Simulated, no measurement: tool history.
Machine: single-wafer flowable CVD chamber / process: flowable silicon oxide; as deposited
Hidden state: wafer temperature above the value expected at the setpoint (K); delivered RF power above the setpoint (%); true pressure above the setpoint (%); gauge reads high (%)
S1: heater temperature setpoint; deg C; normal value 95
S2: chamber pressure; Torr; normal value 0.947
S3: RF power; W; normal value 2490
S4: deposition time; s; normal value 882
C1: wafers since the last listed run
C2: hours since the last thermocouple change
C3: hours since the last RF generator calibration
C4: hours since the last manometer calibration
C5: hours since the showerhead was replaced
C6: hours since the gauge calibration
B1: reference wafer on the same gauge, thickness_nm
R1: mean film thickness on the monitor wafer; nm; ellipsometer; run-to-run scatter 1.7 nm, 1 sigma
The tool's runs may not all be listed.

run	hour	S1	S2	S3	S4	C1	C2	C3	C4	C5	C6	B1	R1
1	0	99	0.947	2490	882	0	722.1	828.4	1329.4	2036.8	447.9	804.943	709.778
2	35.3	99	0.947	2490	882	59	757.4	863.7	1364.7	2072.1	483.2	805.19	711.915
3	89.6	99	0.947	2490	882	91	811.7	918	1419	2126.4	537.5	805.054	711.369
4	131.2	95	0.947	2490	882	70	853.3	959.6	1460.6	2168	579.1	804.402	825.902
5	198.6	95	0.947	2490	882	113	920.7	1027	1528	2235.4	646.5	804.708	824.245
6	233.1	95	0.947	2490	882	58	955.2	1061.5	1562.5	2269.9	681	805.012	825.788
7	271.7	95	0.899	2490	882	65	993.8	1100.1	1601.1	2308.5	719.6	804.799	783.32
8	310.2	95	0.899	2490	882	64	1032.3	1138.6	1639.6	2347	758.1	805.155	780.806
9	335.2	95	0.789	2490	882	42	1057.3	1163.6	1664.6	2372	783.1	804.764	683.814
10	396.2	95	0.789	2490	882	102	1118.3	1224.6	1725.6	2433	844.1	805.008	683.677
11	425.7	95	0.947	2490	882	49	1147.8	1254.1	1755.1	2462.5	873.6	804.832	823.059
12	484.3	95	0.947	2490	882	98	1206.4	1312.7	1813.7	2521.1	932.2	805.046	820.522
# hour 519.1: RF generator calibrated
13	534	95	0.947	2490	882	70	1256.1	14.9	1863.4	2570.8	981.9	805.086	828.46
14	577.9	95	0.777	2260	882	74	1300	58.8	1907.3	2614.7	1025.8	804.881	666.892
# hour 623.2: capacitance manometer re-zeroed and calibrated
15	624.1	95	0.947	2490	939	64	1346.2	105	0.9	2660.9	1072	805.043	877.982
16	690.7	95	0.947	2490	882	112	1412.8	171.6	67.5	2727.5	1138.6	805.032	830.831
17	721.3	84	1.13	2815	882	51	1443.4	202.2	98.1	2758.1	1169.2	804.709	1474.695
# hour 730.5: thermocouple changed; heater temperature recalibrated
# hour 740.7: showerhead replaced, of another model than before
18	752	95	1.096	2490	794	24	21.5	232.9	128.8	11.3	1199.9	804.751	806.041
# hour 793.5: gauge calibrated
19	800.4	95	0.838	2860	950	81	69.9	281.3	177.2	59.7	6.9	804.682	849.487
20	831.5	95	0.947	2490	882	52	101	312.4	208.3	90.8	38	804.851	824.894
21	891.2	95	0.947	2730	990	100	160.7	372.1	268	150.5	97.7	805.13	936.709
22	957.4	95	0.947	2490	949	111	226.9	438.3	334.2	216.7	163.9	804.615	890.763
23	1018.6	95	0.838	2705	735	103	288.1	499.5	395.4	277.9	225.1	804.771	654.08
24	1065.5	95	1.094	2490	940	79	335	546.4	442.3	324.8	272	804.685	953.737
25	1105.7	85	1.106	2135	882	67	375.2	586.6	482.5	365	312.2	804.975	1275.765
26	1199	95	0.724	2490	882	157	468.5	679.9	575.8	458.3	405.5	804.891	728.248

4 options for the next run, each taken on its own from the tool as it stands now. Forecast them:
A	1199.6	95	1.112	2490	882	1	469.1	680.5	576.4	458.9	406.1	?	?
B	1199.6	103	0.947	2490	882	1	469.1	680.5	576.4	458.9	406.1	?	?
C	1199.6	104	0.947	2825	721	1	469.1	680.5	576.4	458.9	406.1	?	?
D	1199.6	87	0.88	2240	882	1	469.1	680.5	576.4	458.9	406.1	?	?

run	B1	R1
A	804.694	900.902
B	804.694	611.413
C	804.694	485.278
D	804.694	1058.897
With the hidden condition removed and each run's random variation left untouched, the same runs would have given:
run	R1
A	902.483
B	612.485
C	485.83
D	1060.756

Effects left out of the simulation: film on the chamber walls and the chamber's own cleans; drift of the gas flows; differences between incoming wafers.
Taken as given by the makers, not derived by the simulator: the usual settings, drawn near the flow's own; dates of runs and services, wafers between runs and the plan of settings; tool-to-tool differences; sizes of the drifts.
